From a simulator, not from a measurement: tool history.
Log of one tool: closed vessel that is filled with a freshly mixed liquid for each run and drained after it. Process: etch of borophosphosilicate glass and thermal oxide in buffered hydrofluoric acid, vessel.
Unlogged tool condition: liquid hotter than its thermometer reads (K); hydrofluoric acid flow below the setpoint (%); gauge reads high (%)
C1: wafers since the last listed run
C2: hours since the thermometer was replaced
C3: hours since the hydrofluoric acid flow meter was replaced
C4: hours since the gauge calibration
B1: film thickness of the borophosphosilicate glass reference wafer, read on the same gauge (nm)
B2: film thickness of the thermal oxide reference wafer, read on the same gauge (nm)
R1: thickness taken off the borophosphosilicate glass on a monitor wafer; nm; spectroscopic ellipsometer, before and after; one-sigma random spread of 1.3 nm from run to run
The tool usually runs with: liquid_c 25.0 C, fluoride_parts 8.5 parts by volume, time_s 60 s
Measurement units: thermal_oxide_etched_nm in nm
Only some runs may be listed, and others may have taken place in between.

Run 1, hour 0.0: usual settings but liquid_c 29.5 C; C1 0; C2 2013.2; C3 693.5; C4 2640.0; B1 130.00; B2 140.06. Result: R1 177.39 nm, thermal_oxide_etched_nm 100.41 nm.
Run 2, hour 82.3: usual settings but fluoride_parts 12.0 parts by volume; C1 7110; C2 2095.5; C3 775.8; C4 2722.3; B1 130.01; B2 139.98. Result: R1 102.47 nm, thermal_oxide_etched_nm 59.34 nm.
Run 3, hour 131.9: usual settings but liquid_c 26.5 C, fluoride_parts 12.0 parts by volume, time_s 80 s; C1 4285; C2 2145.1; C3 825.4; C4 2771.9; B1 130.00; B2 139.99. Result: R1 150.39 nm, thermal_oxide_etched_nm 85.43 nm.
Run 4, hour 220.6: usual settings but liquid_c 29.5 C, fluoride_parts 11.5 parts by volume, time_s 30 s; C1 7663; C2 2233.8; C3 914.1; C4 2860.6; B1 130.01; B2 140.02. Result: R1 67.00 nm, thermal_oxide_etched_nm 38.68 nm.
Run 5, hour 280.5: usual settings but fluoride_parts 9.5 parts by volume, time_s 90 s; C1 5175; C2 2293.7; C3 974.0; C4 2920.5; B1 130.01; B2 139.98. Result: R1 193.23 nm, thermal_oxide_etched_nm 108.90 nm.
Run 6, hour 333.9: usual settings but liquid_c 27.0 C, fluoride_parts 7.0 parts by volume; C1 4613; C2 2347.1; C3 1027.4; C4 2973.9; B1 129.99; B2 139.98. Result: R1 195.38 nm, thermal_oxide_etched_nm 108.50 nm.
Run 7, hour 403.1: usual settings but liquid_c 20.5 C; C1 5978; C2 2416.3; C3 1096.6; C4 3043.1; B1 129.99; B2 140.01. Result: R1 109.94 nm, thermal_oxide_etched_nm 62.76 nm.
Run 8, hour 583.7: usual settings; C1 15603; C2 2596.9; C3 1277.2; C4 3223.7; B1 129.99; B2 140.02. Result: R1 140.65 nm, thermal_oxide_etched_nm 79.72 nm.
Run 9, hour 651.4: usual settings but fluoride_parts 6.0 parts by volume; C1 5849; C2 2664.6; C3 1344.9; C4 3291.4; B1 130.00; B2 139.97. Result: R1 204.55 nm, thermal_oxide_etched_nm 114.10 nm.
At hour 684.7: gauge calibrated.
Run 10, hour 702.3: usual settings but liquid_c 28.5 C, fluoride_parts 9.5 parts by volume, time_s 40 s; C1 4397; C2 2715.5; C3 1395.8; C4 17.6; B1 130.00; B2 140.00. Result: R1 106.31 nm, thermal_oxide_etched_nm 59.25 nm.
At hour 751.8: hydrofluoric acid flow meter replaced.
Run 11, hour 768.3: usual settings but time_s 30 s; C1 5615; C2 2781.5; C3 16.5; C4 83.6; B1 129.99; B2 139.98. Result: R1 71.16 nm, thermal_oxide_etched_nm 40.79 nm.
At hour 775.0: thermometer replaced.
Run 12, hour 817.2: usual settings; C1 4138; C2 42.2; C3 65.4; C4 132.5; B1 130.02; B2 140.03. Result: R1 133.68 nm, thermal_oxide_etched_nm 74.72 nm.
Run 13, hour 858.6: usual settings but liquid_c 28.0 C, fluoride_parts 11.0 parts by volume, time_s 45 s; C1 3576; C2 83.6; C3 106.8; C4 173.9; B1 129.98; B2 139.99. Result: R1 92.47 nm, thermal_oxide_etched_nm 52.45 nm.
Run 14, hour 943.6: usual settings but liquid_c 21.5 C, fluoride_parts 6.5 parts by volume, time_s 85 s; C1 7343; C2 168.6; C3 191.8; C4 258.9; B1 130.02; B2 139.99. Result: R1 206.39 nm, thermal_oxide_etched_nm 113.39 nm.
Run 15, hour 1015.6: usual settings; C1 6220; C2 240.6; C3 263.8; C4 330.9; B1 129.99; B2 139.97. Result: R1 134.11 nm, thermal_oxide_etched_nm 74.86 nm.
Run 16, hour 1103.8: usual settings but liquid_c 20.0 C, fluoride_parts 11.0 parts by volume, time_s 75 s; C1 7620; C2 328.8; C3 352.0; C4 419.1; B1 130.01; B2 140.03. Result: R1 102.73 nm, thermal_oxide_etched_nm 56.87 nm.
Run 17, hour 1143.3: usual settings but fluoride_parts 10.5 parts by volume, time_s 80 s; C1 3412; C2 368.3; C3 391.5; C4 458.6; B1 130.00; B2 140.05. Result: R1 147.96 nm, thermal_oxide_etched_nm 84.20 nm.
Run 18, hour 1210.9: usual settings but liquid_c 27.5 C, fluoride_parts 10.0 parts by volume, time_s 90 s; C1 5840; C2 435.9; C3 459.1; C4 526.2; B1 130.00; B2 140.01. Result: R1 202.04 nm, thermal_oxide_etched_nm 113.74 nm.
Run 19, hour 1297.3: usual settings but fluoride_parts 11.5 parts by volume; C1 7464; C2 522.3; C3 545.5; C4 612.6; B1 130.00; B2 139.99. Result: R1 102.21 nm, thermal_oxide_etched_nm 57.62 nm.
Run 20, hour 1347.2: usual settings; C1 4311; C2 572.2; C3 595.4; C4 662.5; B1 130.01; B2 140.00. Result: R1 135.05 nm, thermal_oxide_etched_nm 75.28 nm.
Run 21, hour 1418.4: usual settings; C1 6151; C2 643.4; C3 666.6; C4 733.7; B1 130.00; B2 140.01. Result: R1 135.26 nm, thermal_oxide_etched_nm 75.43 nm.
Run 22, hour 1484.5: usual settings but fluoride_parts 5.5 parts by volume; C1 5710; C2 709.5; C3 732.7; C4 799.8; B1 130.00; B2 140.01. Result: R1 206.43 nm, thermal_oxide_etched_nm 115.66 nm.
Run 23, hour 1577.8: usual settings; C1 8061; C2 802.8; C3 826.0; C4 893.1; B1 130.01; B2 140.06. Result: R1 137.03 nm, thermal_oxide_etched_nm 76.18 nm.
Run 24, hour 1642.9: usual settings but liquid_c 23.0 C, fluoride_parts 10.5 parts by volume; C1 5624; C2 867.9; C3 891.1; C4 958.2; B1 130.01; B2 139.97. Result: R1 102.81 nm, thermal_oxide_etched_nm 57.13 nm.

Branching from run 24: 5 alternative next runs. What would each branch give?
Run A, hour 1643.6: usual settings but liquid_c 27.5 C; C1 60; C2 868.6; C3 891.8; C4 958.9; B1 ?; B2 ?. Result: R1 ?, thermal_oxide_etched_nm ?.
Run B, hour 1643.6: usual settings but liquid_c 26.5 C, fluoride_parts 12.0 parts by volume, time_s 90 s; C1 60; C2 868.6; C3 891.8; C4 958.9; B1 ?; B2 ?. Result: R1 ?, thermal_oxide_etched_nm ?.
Run C, hour 1643.6: usual settings but fluoride_parts 6.5 parts by volume, time_s 30 s; C1 60; C2 868.6; C3 891.8; C4 958.9; B1 ?; B2 ?. Result: R1 ?, thermal_oxide_etched_nm ?.
Run D, hour 1643.6: usual settings but liquid_c 27.5 C, fluoride_parts 5.5 parts by volume, time_s 45 s; C1 60; C2 868.6; C3 891.8; C4 958.9; B1 ?; B2 ?. Result: R1 ?, thermal_oxide_etched_nm ?.
Run E, hour 1643.6: usual settings but liquid_c 20.0 C, fluoride_parts 5.5 parts by volume, time_s 70 s; C1 60; C2 868.6; C3 891.8; C4 958.9; B1 ?; B2 ?. Result: R1 ?, thermal_oxide_etched_nm ?.

run      B1      B2      R1  thermal_oxide_etched_nm
  A  129.99  140.00  156.22                    87.80
  B  129.99  140.00  163.31                    91.97
  C  129.99  140.00   90.33                    50.51
  D  129.99  140.00  178.93                    99.89
  E  129.99  140.00  186.39                   103.40
Take away the tool's hidden state, keep each run's random variation, and the runs would have read:
run      R1  thermal_oxide_etched_nm
  A  152.24                    85.54
  B  159.12                    89.58
  C   88.01                    49.19
  D  174.40                    97.33
  E  181.45                   100.62
